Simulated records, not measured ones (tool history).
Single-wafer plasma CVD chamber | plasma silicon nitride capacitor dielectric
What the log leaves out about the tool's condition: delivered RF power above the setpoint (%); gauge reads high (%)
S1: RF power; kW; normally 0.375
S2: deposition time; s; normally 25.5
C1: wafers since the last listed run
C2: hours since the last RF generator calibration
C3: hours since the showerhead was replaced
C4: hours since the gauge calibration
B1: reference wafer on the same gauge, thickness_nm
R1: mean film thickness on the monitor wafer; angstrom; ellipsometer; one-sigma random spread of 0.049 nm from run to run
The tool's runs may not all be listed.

{"run": 1, "hour": 0.0, "S1": 0.355, "S2": 25.5, "C1": 0, "C2": 1971.6, "C3": 2899.4, "C4": 369.9, "B1": 38.428, "R1": 324.95}
{"hour": 14.1, "done": "gauge calibrated"}
{"run": 2, "hour": 19.8, "S1": 0.355, "S2": 25.5, "C1": 292, "C2": 1991.4, "C3": 2919.2, "C4": 5.7, "B1": 37.963, "R1": 321.12}
{"run": 3, "hour": 41.2, "S1": 0.355, "S2": 25.5, "C1": 315, "C2": 2012.8, "C3": 2940.6, "C4": 27.1, "B1": 37.988, "R1": 321.8}
{"run": 4, "hour": 64.7, "S1": 0.375, "S2": 27.5, "C1": 346, "C2": 2036.3, "C3": 2964.1, "C4": 50.6, "B1": 37.963, "R1": 350.12}
{"run": 5, "hour": 97.0, "S1": 0.375, "S2": 27.5, "C1": 476, "C2": 2068.6, "C3": 2996.4, "C4": 82.9, "B1": 37.986, "R1": 350.68}
{"run": 6, "hour": 121.5, "S1": 0.375, "S2": 25.5, "C1": 361, "C2": 2093.1, "C3": 3020.9, "C4": 107.4, "B1": 38.002, "R1": 325.81}
{"run": 7, "hour": 150.3, "S1": 0.375, "S2": 25.5, "C1": 425, "C2": 2121.9, "C3": 3049.7, "C4": 136.2, "B1": 38.002, "R1": 325.74}
{"run": 8, "hour": 166.7, "S1": 0.375, "S2": 25.5, "C1": 242, "C2": 2138.3, "C3": 3066.1, "C4": 152.6, "B1": 38.057, "R1": 326.23}
{"run": 9, "hour": 195.8, "S1": 0.375, "S2": 25.5, "C1": 429, "C2": 2167.4, "C3": 3095.2, "C4": 181.7, "B1": 38.065, "R1": 325.99}
{"run": 10, "hour": 217.6, "S1": 0.375, "S2": 21.9, "C1": 321, "C2": 2189.2, "C3": 3117, "C4": 203.5, "B1": 38.106, "R1": 280.93}
{"run": 11, "hour": 232.4, "S1": 0.375, "S2": 25.5, "C1": 218, "C2": 2204, "C3": 3131.8, "C4": 218.3, "B1": 38.14, "R1": 326.48}
{"run": 12, "hour": 266.8, "S1": 0.355, "S2": 23.5, "C1": 507, "C2": 2238.4, "C3": 3166.2, "C4": 252.7, "B1": 38.192, "R1": 297.41}
{"run": 13, "hour": 282.6, "S1": 0.3, "S2": 26.9, "C1": 233, "C2": 2254.2, "C3": 3182, "C4": 268.5, "B1": 38.234, "R1": 329.16}
{"run": 14, "hour": 314.0, "S1": 0.395, "S2": 29.8, "C1": 463, "C2": 2285.6, "C3": 3213.4, "C4": 299.9, "B1": 38.274, "R1": 388.08}
{"run": 15, "hour": 349.2, "S1": 0.335, "S2": 29.6, "C1": 519, "C2": 2320.8, "C3": 3248.6, "C4": 335.1, "B1": 38.38, "R1": 371.78}
{"hour": 362.6, "done": "RF generator calibrated"}
{"run": 16, "hour": 363.1, "S1": 0.335, "S2": 29.6, "C1": 87, "C2": 0.5, "C3": 3262.5, "C4": 349, "B1": 38.379, "R1": 372.87}
{"hour": 390.3, "done": "gauge calibrated"}
{"hour": 397.5, "done": "showerhead replaced"}
{"run": 17, "hour": 419.5, "S1": 0.415, "S2": 27.2, "C1": 714, "C2": 56.9, "C3": 22, "C4": 29.2, "B1": 37.909, "R1": 353.3}
{"run": 18, "hour": 434.1, "S1": 0.33, "S2": 26.9, "C1": 215, "C2": 71.5, "C3": 36.6, "C4": 43.8, "B1": 37.888, "R1": 333.53}
{"run": 19, "hour": 453.7, "S1": 0.375, "S2": 25.5, "C1": 289, "C2": 91.1, "C3": 56.2, "C4": 63.4, "B1": 37.882, "R1": 323.72}
{"run": 20, "hour": 477.6, "S1": 0.42, "S2": 23.1, "C1": 352, "C2": 115, "C3": 80.1, "C4": 87.3, "B1": 37.905, "R1": 300.89}
{"run": 21, "hour": 508.2, "S1": 0.34, "S2": 30.1, "C1": 451, "C2": 145.6, "C3": 110.7, "C4": 117.9, "B1": 37.962, "R1": 375.38}
{"run": 22, "hour": 520.7, "S1": 0.405, "S2": 20.8, "C1": 184, "C2": 158.1, "C3": 123.2, "C4": 130.4, "B1": 37.959, "R1": 269.08}

Consider 3 possible next runs. They are alternatives, not a sequence: every one starts from the tool as it was left by run 22. What does each give?
{"run": "A", "hour": 521.1, "S1": 0.43, "S2": 25.5, "C1": 5, "C2": 158.5, "C3": 123.6, "C4": 130.8, "B1": "?", "R1": "?"}
{"run": "B", "hour": 521.1, "S1": 0.44, "S2": 29.4, "C1": 5, "C2": 158.5, "C3": 123.6, "C4": 130.8, "B1": "?", "R1": "?"}
{"run": "C", "hour": 521.1, "S1": 0.375, "S2": 22.6, "C1": 5, "C2": 158.5, "C3": 123.6, "C4": 130.8, "B1": "?", "R1": "?"}

run=A B1=37.953 R1=335.54
run=B B1=37.953 R1=388.81
run=C B1=37.953 R1=288.78
Take away the tool's hidden state, keep each run's random variation, and the runs would have read:
run=A R1=335.05
run=B R1=388.24
run=C R1=288.36
